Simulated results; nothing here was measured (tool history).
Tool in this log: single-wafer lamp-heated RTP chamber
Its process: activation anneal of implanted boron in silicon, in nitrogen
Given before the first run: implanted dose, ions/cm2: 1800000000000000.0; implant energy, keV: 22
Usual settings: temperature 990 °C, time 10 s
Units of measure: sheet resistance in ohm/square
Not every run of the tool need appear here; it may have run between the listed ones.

run	day	temperature	time	wafers since the last listed run	wafers since the last pyrometer calibration	wafers since the reflector plate was cleaned	hours since the gauge calibration	read-back reference wafer on the same gauge, sheet resistance	sheet resistance
1	0	990	10	0	2849	1801	1560.4	71.53	85.25
2	1.225	972	12	606	3456	2408	1589.8	71.33	96.95
3	2.588	972	12	674	4130	3083	1622.5	71.36	96.54
4	5.067	990	13	1227	5358	4310	1682	71.42	82.94
5	6.754	990	13	835	6193	5146	1722.5	71.42	84.38
6	9.342	990	13	1281	7475	6427	1784.6	71.5	82.67
7	13.733	990	10	2174	9649	8601	1890	71.44	84.59
8	15.429	990	10	839	10489	9441	1930.7	71.47	84.32
# day 16.45: pyrometer window cleaned and pyrometer calibrated
9	18.275	990	10	1244	903	10685	1999	71.42	83.81
10	20.867	990	10	1283	2186	11968	2061.2	71.4	82.95
11	22.688	990	10	901	3088	12870	2104.9	71.39	83.05
12	25.446	990	10	1365	4453	14235	2171.1	71.34	81.41
# day 26.692: reflector plate cleaned
13	28.367	990	10	1281	5734	828	2241.2	71.34	84.76
14	31.271	998	10	1437	7172	2266	2310.9	71.44	81.71
15	32.408	990	10	563	7736	2829	2338.2	71.44	84.53
16	34.188	1004	14	880	8616	3710	2380.9	71.55	77.78
# day 35.708: pyrometer window cleaned and pyrometer calibrated
17	36.521	1019	12	990	403	4700	2436.9	71.36	75.06
18	39.188	1008	7	1320	1723	6021	2500.9	71.4	79.37
19	40.733	965	10	765	2488	6786	2538	71.37	103.13
20	42.35	990	10	800	3289	7587	2576.8	71.3	84.34
21	43.6	1019	10	618	3908	8205	2606.8	71.3	75.14
22	45.662	990	10	1021	4929	9227	2656.3	71.54	83.73
23	48.079	1010	14	1196	6125	10423	2714.3	71.31	76.02
24	49.083	971	13	497	6623	10920	2738.4	71.27	91.9
25	50.604	990	15	753	7376	11673	2774.9	71.39	80.57
# day 52.646: reflector plate cleaned
26	55.1	990	13	2060	9437	1214	2882.8	71.43	83.86
# day 55.35: gauge calibrated
27	57.175	980	6	1027	10464	2242	43.8	71.34	95.78
# day 58.754: pyrometer window cleaned and pyrometer calibrated
28	59.558	1013	12	1015	399	3257	101	71.4	76.39
29	62.138	990	14	1277	1676	4534	162.9	71.24	83.14
30	63.667	1010	12	757	2433	5291	199.6	71.29	77.4
31	65.971	980	6	1140	3574	6432	254.9	71.49	93.64
32	68.708	1012	5	1355	4929	7787	320.6	71.37	78.75
33	71.283	990	10	1274	6204	9062	382.4	71.47	83.59
34	72.646	990	10	674	6879	9737	415.1	71.29	83.41
35	73.767	990	10	554	7434	10292	442	71.22	83.05
36	76.688	975	16	1446	8880	11738	512.1	71.37	87.66
# day 79.546: reflector plate cleaned
37	79.567	971	10	1260	10140	10	581.2	71.35	98.6

For each entry between runs, how does the tool's hidden state at the last listed run before it compare with that at the first listed run after it?
From run 8 to run 9: pyrometer window cleaned and pyrometer calibrated (day 16.45)
  wafer temperature error from the tarnished reflector plate, K: 4.06 -> 5.28
  what was measured, less what the result would be without the hidden state, sheet resistance: -2.05 -> -2.61 ohm/square
From run 12 to run 13: reflector plate cleaned (day 26.692)
  wafer temperature error from the tarnished reflector plate, K: 9.1 -> 1.02
  what was measured, less what the result would be without the hidden state, sheet resistance: -4.16 -> -0.53 ohm/square
From run 16 to run 17: pyrometer window cleaned and pyrometer calibrated (day 35.708)
  wafer temperature error from the tarnished reflector plate, K: 1.58 -> 2
  what was measured, less what the result would be without the hidden state, sheet resistance: -0.46 -> -0.43 ohm/square
From run 25 to run 26: reflector plate cleaned (day 52.646)
  wafer temperature error from the tarnished reflector plate, K: 6.97 -> 0.411
  what was measured, less what the result would be without the hidden state, sheet resistance: -2.88 -> -0.2 ohm/square
From run 26 to run 27: gauge calibrated (day 55.35)
  wafer temperature error from the tarnished reflector plate, K: 0.411 -> 0.563
  what was measured, less what the result would be without the hidden state, sheet resistance: -0.2 -> -0.51 ohm/square
From run 27 to run 28: pyrometer window cleaned and pyrometer calibrated (day 58.754)
  wafer temperature error from the tarnished reflector plate, K: 0.563 -> 0.847
  what was measured, less what the result would be without the hidden state, sheet resistance: -0.51 -> -0.21 ohm/square
From run 36 to run 37: reflector plate cleaned (day 79.546)
  wafer temperature error from the tarnished reflector plate, K: 6.38 -> 1.16
  what was measured, less what the result would be without the hidden state, sheet resistance: -4.19 -> -1.13 ohm/square
